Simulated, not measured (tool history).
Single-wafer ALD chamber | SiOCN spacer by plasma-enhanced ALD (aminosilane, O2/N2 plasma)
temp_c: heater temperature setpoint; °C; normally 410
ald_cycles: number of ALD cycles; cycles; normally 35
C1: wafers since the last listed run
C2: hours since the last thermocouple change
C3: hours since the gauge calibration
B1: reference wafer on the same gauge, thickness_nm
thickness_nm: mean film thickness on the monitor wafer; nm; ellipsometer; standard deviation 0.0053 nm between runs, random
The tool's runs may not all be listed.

{"run": 1, "hour": 0.0, "temp_c": 410, "ald_cycles": 35, "C1": 0, "C2": 932.5, "C3": 240.7, "B1": 2.521, "thickness_nm": 2.171}
{"run": 2, "hour": 21.4, "temp_c": 410, "ald_cycles": 35, "C1": 212, "C2": 953.9, "C3": 262.1, "B1": 2.521, "thickness_nm": 2.16}
{"run": 3, "hour": 54.2, "temp_c": 410, "ald_cycles": 35, "C1": 324, "C2": 986.7, "C3": 294.9, "B1": 2.522, "thickness_nm": 2.163}
{"run": 4, "hour": 69.3, "temp_c": 410, "ald_cycles": 32, "C1": 149, "C2": 1001.8, "C3": 310, "B1": 2.519, "thickness_nm": 1.981}
{"run": 5, "hour": 98.4, "temp_c": 410, "ald_cycles": 32, "C1": 288, "C2": 1030.9, "C3": 339.1, "B1": 2.523, "thickness_nm": 1.982}
{"run": 6, "hour": 122.3, "temp_c": 406, "ald_cycles": 35, "C1": 236, "C2": 1054.8, "C3": 363, "B1": 2.52, "thickness_nm": 2.189}
{"run": 7, "hour": 135.1, "temp_c": 406, "ald_cycles": 35, "C1": 126, "C2": 1067.6, "C3": 375.8, "B1": 2.523, "thickness_nm": 2.196}
{"run": 8, "hour": 168.2, "temp_c": 406, "ald_cycles": 35, "C1": 327, "C2": 1100.7, "C3": 408.9, "B1": 2.52, "thickness_nm": 2.184}
{"run": 9, "hour": 201.2, "temp_c": 410, "ald_cycles": 30, "C1": 326, "C2": 1133.7, "C3": 441.9, "B1": 2.522, "thickness_nm": 1.86}
{"run": 10, "hour": 231.9, "temp_c": 410, "ald_cycles": 30, "C1": 304, "C2": 1164.4, "C3": 472.6, "B1": 2.519, "thickness_nm": 1.859}
{"run": 11, "hour": 256.5, "temp_c": 410, "ald_cycles": 30, "C1": 243, "C2": 1189, "C3": 497.2, "B1": 2.522, "thickness_nm": 1.865}
{"run": 12, "hour": 282.6, "temp_c": 410, "ald_cycles": 35, "C1": 258, "C2": 1215.1, "C3": 523.3, "B1": 2.521, "thickness_nm": 2.17}
{"run": 13, "hour": 296.2, "temp_c": 410, "ald_cycles": 35, "C1": 134, "C2": 1228.7, "C3": 536.9, "B1": 2.521, "thickness_nm": 2.177}
{"run": 14, "hour": 328.5, "temp_c": 410, "ald_cycles": 38, "C1": 320, "C2": 1261, "C3": 569.2, "B1": 2.519, "thickness_nm": 2.361}
{"run": 15, "hour": 358.4, "temp_c": 410, "ald_cycles": 33, "C1": 296, "C2": 1290.9, "C3": 599.1, "B1": 2.518, "thickness_nm": 2.047}
{"hour": 377.1, "done": "thermocouple changed; heater temperature recalibrated"}
{"run": 16, "hour": 385.4, "temp_c": 410, "ald_cycles": 33, "C1": 188, "C2": 8.3, "C3": 626.1, "B1": 2.519, "thickness_nm": 2.01}
{"run": 17, "hour": 408.0, "temp_c": 402, "ald_cycles": 37, "C1": 223, "C2": 30.9, "C3": 648.7, "B1": 2.524, "thickness_nm": 2.309}
{"run": 18, "hour": 437.9, "temp_c": 410, "ald_cycles": 39, "C1": 296, "C2": 60.8, "C3": 678.6, "B1": 2.521, "thickness_nm": 2.386}
{"run": 19, "hour": 458.1, "temp_c": 405, "ald_cycles": 38, "C1": 200, "C2": 81, "C3": 698.8, "B1": 2.519, "thickness_nm": 2.362}
{"run": 20, "hour": 480.6, "temp_c": 410, "ald_cycles": 35, "C1": 222, "C2": 103.5, "C3": 721.3, "B1": 2.518, "thickness_nm": 2.146}
{"run": 21, "hour": 500.2, "temp_c": 397, "ald_cycles": 32, "C1": 194, "C2": 123.1, "C3": 740.9, "B1": 2.521, "thickness_nm": 2.018}
{"run": 22, "hour": 520.1, "temp_c": 415, "ald_cycles": 28, "C1": 197, "C2": 143, "C3": 760.8, "B1": 2.518, "thickness_nm": 1.685}
{"run": 23, "hour": 552.6, "temp_c": 402, "ald_cycles": 41, "C1": 321, "C2": 175.5, "C3": 793.3, "B1": 2.519, "thickness_nm": 2.576}
{"run": 24, "hour": 586.0, "temp_c": 410, "ald_cycles": 32, "C1": 330, "C2": 208.9, "C3": 826.7, "B1": 2.52, "thickness_nm": 1.964}
{"run": 25, "hour": 609.4, "temp_c": 410, "ald_cycles": 35, "C1": 231, "C2": 232.3, "C3": 850.1, "B1": 2.52, "thickness_nm": 2.149}
{"hour": 619.0, "done": "gauge calibrated"}
{"run": 26, "hour": 630.7, "temp_c": 399, "ald_cycles": 37, "C1": 211, "C2": 253.6, "C3": 11.7, "B1": 2.521, "thickness_nm": 2.321}
{"run": 27, "hour": 694.4, "temp_c": 410, "ald_cycles": 35, "C1": 631, "C2": 317.3, "C3": 75.4, "B1": 2.518, "thickness_nm": 2.148}
{"run": 28, "hour": 708.6, "temp_c": 420, "ald_cycles": 37, "C1": 140, "C2": 331.5, "C3": 89.6, "B1": 2.519, "thickness_nm": 2.208}
{"run": 29, "hour": 728.5, "temp_c": 406, "ald_cycles": 40, "C1": 197, "C2": 351.4, "C3": 109.5, "B1": 2.52, "thickness_nm": 2.488}
{"run": 30, "hour": 749.4, "temp_c": 416, "ald_cycles": 28, "C1": 207, "C2": 372.3, "C3": 130.4, "B1": 2.519, "thickness_nm": 1.691}
{"run": 31, "hour": 764.1, "temp_c": 419, "ald_cycles": 31, "C1": 145, "C2": 387, "C3": 145.1, "B1": 2.521, "thickness_nm": 1.854}
{"run": 32, "hour": 778.9, "temp_c": 410, "ald_cycles": 37, "C1": 146, "C2": 401.8, "C3": 159.9, "B1": 2.52, "thickness_nm": 2.272}
{"run": 33, "hour": 810.6, "temp_c": 415, "ald_cycles": 35, "C1": 314, "C2": 433.5, "C3": 191.6, "B1": 2.522, "thickness_nm": 2.123}
{"run": 34, "hour": 829.2, "temp_c": 416, "ald_cycles": 41, "C1": 184, "C2": 452.1, "C3": 210.2, "B1": 2.518, "thickness_nm": 2.476}
{"run": 35, "hour": 843.1, "temp_c": 422, "ald_cycles": 38, "C1": 137, "C2": 466, "C3": 224.1, "B1": 2.52, "thickness_nm": 2.26}

Alternative continuations, all from the tool just after run 35; predict every row:
{"run": "A", "hour": 843.6, "temp_c": 410, "ald_cycles": 35, "C1": 4, "C2": 466.5, "C3": 224.6, "B1": "?", "thickness_nm": "?"}
{"run": "B", "hour": 843.6, "temp_c": 414, "ald_cycles": 41, "C1": 4, "C2": 466.5, "C3": 224.6, "B1": "?", "thickness_nm": "?"}
{"run": "C", "hour": 843.6, "temp_c": 425, "ald_cycles": 38, "C1": 4, "C2": 466.5, "C3": 224.6, "B1": "?", "thickness_nm": "?"}

run=A B1=2.519 thickness_nm=2.155
run=B B1=2.519 thickness_nm=2.495
run=C B1=2.519 thickness_nm=2.237
What these runs would have given with no unlogged condition in the tool:
run=A thickness_nm=2.141
run=B thickness_nm=2.478
run=C thickness_nm=2.221
